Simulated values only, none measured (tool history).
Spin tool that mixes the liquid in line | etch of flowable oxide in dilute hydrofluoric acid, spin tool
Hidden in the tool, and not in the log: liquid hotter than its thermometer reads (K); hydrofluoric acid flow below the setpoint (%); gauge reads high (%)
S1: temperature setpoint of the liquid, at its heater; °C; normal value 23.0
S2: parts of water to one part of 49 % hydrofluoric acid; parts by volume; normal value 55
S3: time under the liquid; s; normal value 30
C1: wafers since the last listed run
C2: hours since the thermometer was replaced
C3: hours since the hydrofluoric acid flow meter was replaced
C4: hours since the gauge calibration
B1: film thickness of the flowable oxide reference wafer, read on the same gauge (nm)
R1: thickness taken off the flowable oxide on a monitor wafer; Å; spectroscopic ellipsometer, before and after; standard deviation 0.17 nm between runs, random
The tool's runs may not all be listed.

run	hour	S1	S2	S3	C1	C2	C3	C4	B1	R1
1	0.0	23.0	55	30	0	838.5	1359.8	1182.3	50.01	247.1
2	43.6	23.0	55	40	780	882.1	1403.4	1225.9	50.01	333.4
# hour 213.6: gauge calibrated
3	312.4	23.0	55	40	4814	1150.9	1672.2	98.8	49.99	331.3
4	357.7	23.0	55	40	811	1196.2	1717.5	144.1	50.01	327.8
5	435.2	23.0	55	30	1388	1273.7	1795.0	221.6	50.00	248.4
6	495.6	23.0	55	30	1081	1334.1	1855.4	282.0	50.01	244.7
7	551.4	23.0	55	30	999	1389.9	1911.2	337.8	49.98	247.8
8	652.5	23.0	55	30	1810	1491.0	2012.3	438.9	49.99	247.9
9	755.4	23.0	55	30	1843	1593.9	2115.2	541.8	50.00	245.8
10	795.2	26.0	55	40	712	1633.7	2155.0	581.6	50.01	369.9
11	840.4	25.0	55	30	809	1678.9	2200.2	626.8	50.01	264.4
# hour 1062.6: hydrofluoric acid flow meter replaced
12	1089.3	25.0	55	30	4440	1927.8	26.7	875.7	50.01	280.3
13	1152.4	20.5	40	25	1130	1990.9	89.8	938.8	50.01	272.5
14	1246.2	25.0	25	25	1680	2084.7	183.6	1032.6	50.00	531.7
15	1340.3	23.0	55	30	1685	2178.8	277.7	1126.7	49.98	258.3
# hour 1347.7: gauge calibrated
16	1431.3	18.5	30	15	1629	2269.8	368.7	83.6	49.99	201.7
17	1520.9	27.0	40	20	1604	2359.4	458.3	173.2	50.00	284.2
# hour 1550.7: thermometer replaced
18	1607.6	21.0	65	45	1535	56.9	545.0	259.9	50.00	298.4
19	1694.0	25.0	25	25	1547	143.3	631.4	346.3	49.98	530.1
20	1730.7	25.5	45	45	657	180.0	668.1	383.0	50.02	523.1
21	1804.5	24.5	85	35	1321	253.8	741.9	456.8	50.00	199.5
22	1888.3	20.5	40	40	1501	337.6	825.7	540.6	50.00	424.7
23	1976.7	23.0	30	40	1583	426.0	914.1	629.0	49.99	646.6
24	2055.0	19.0	30	45	1402	504.3	992.4	707.3	50.01	596.9

Consider 5 possible next runs. They are alternatives, not a sequence: every one starts from the tool as it was left by run 24. What does each give?
A	2055.4	23.0	55	30	7	504.7	992.8	707.7	?	?
B	2055.4	23.0	55	15	7	504.7	992.8	707.7	?	?
C	2055.4	18.5	55	30	7	504.7	992.8	707.7	?	?
D	2055.4	26.5	55	30	7	504.7	992.8	707.7	?	?
E	2055.4	28.0	75	35	7	504.7	992.8	707.7	?	?

run	B1	R1
A	50.01	251.4
B	50.01	125.7
C	50.01	208.1
D	50.01	289.9
E	50.01	255.7
The same runs, with their run-to-run variation unchanged, on a tool lacking any hidden condition would have given:
run	R1
A	259.6
B	129.8
C	214.9
D	299.4
E	264.3
